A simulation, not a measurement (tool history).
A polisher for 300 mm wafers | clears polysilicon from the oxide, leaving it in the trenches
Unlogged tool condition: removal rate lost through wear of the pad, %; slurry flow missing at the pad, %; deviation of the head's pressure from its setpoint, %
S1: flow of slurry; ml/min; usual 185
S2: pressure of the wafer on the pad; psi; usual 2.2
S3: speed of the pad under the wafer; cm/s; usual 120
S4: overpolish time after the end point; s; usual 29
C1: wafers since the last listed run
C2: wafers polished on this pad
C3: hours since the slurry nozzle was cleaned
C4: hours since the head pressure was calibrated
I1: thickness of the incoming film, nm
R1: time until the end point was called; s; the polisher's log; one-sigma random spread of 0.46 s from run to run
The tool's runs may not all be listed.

run	hour	S1	S2	S3	S4	C1	C2	C3	C4	I1	R1
1	0	185	2.2	120	38	0	617	63.9	550.2	525.6	35.6
2	7.1	185	2.2	120	38	59	677	71	557.3	522.7	36.6
3	13.9	205	2.2	106	29	57	734	77.8	564.1	514.3	41.1
# hour 22.8: worn pad replaced by a new one
4	25.7	185	2.2	120	29	65	24	89.6	575.9	518.2	32.8
5	41.8	185	1.8	120	29	135	159	105.7	592	518	37.8
6	53.6	185	1.8	120	29	99	259	117.5	603.8	528.3	38
7	60.1	185	2.2	100	29	54	314	124	610.3	524.6	41.2
8	89.4	185	2.2	100	29	247	561	153.3	639.6	516	43.3
9	101	185	2.2	120	29	97	659	164.9	651.2	513.5	36.3
10	108.4	185	2.2	120	29	62	722	172.3	658.6	520.4	37
# hour 124.8: head pressure recalibrated
# hour 125.7: worn pad replaced by a new one
11	126.2	185	2.2	120	29	125	4	190.1	1.4	520.3	32.4
12	131.7	185	2.2	120	36	46	50	195.6	6.9	517.5	32.9
13	141.5	185	2.2	120	36	82	133	205.4	16.7	523	33.5
14	155.5	185	2.2	120	29	118	251	219.4	30.7	514	33.2
15	168.6	155	1.6	142	43	110	362	232.5	43.8	525.4	36.1
16	205.5	185	2.2	120	29	311	673	269.4	80.7	516.2	35.5
# hour 214.6: worn pad replaced by a new one
17	215.1	210	2.6	136	38	47	3	279	90.3	528.5	26.7
# hour 241: slurry nozzle cleaned
18	258.1	185	2.2	120	29	354	358	17.1	133.3	530.8	34.7
19	265.9	230	1.9	120	17	65	424	24.9	141.1	518.9	36.1

The next listed run, before its measurement:
20	274.1	185	2.2	120	29	69	493	33.1	149.3	510.7	?

R1: 34.5 s
Without the tool's hidden state the same run would have given R1 32.3 s.

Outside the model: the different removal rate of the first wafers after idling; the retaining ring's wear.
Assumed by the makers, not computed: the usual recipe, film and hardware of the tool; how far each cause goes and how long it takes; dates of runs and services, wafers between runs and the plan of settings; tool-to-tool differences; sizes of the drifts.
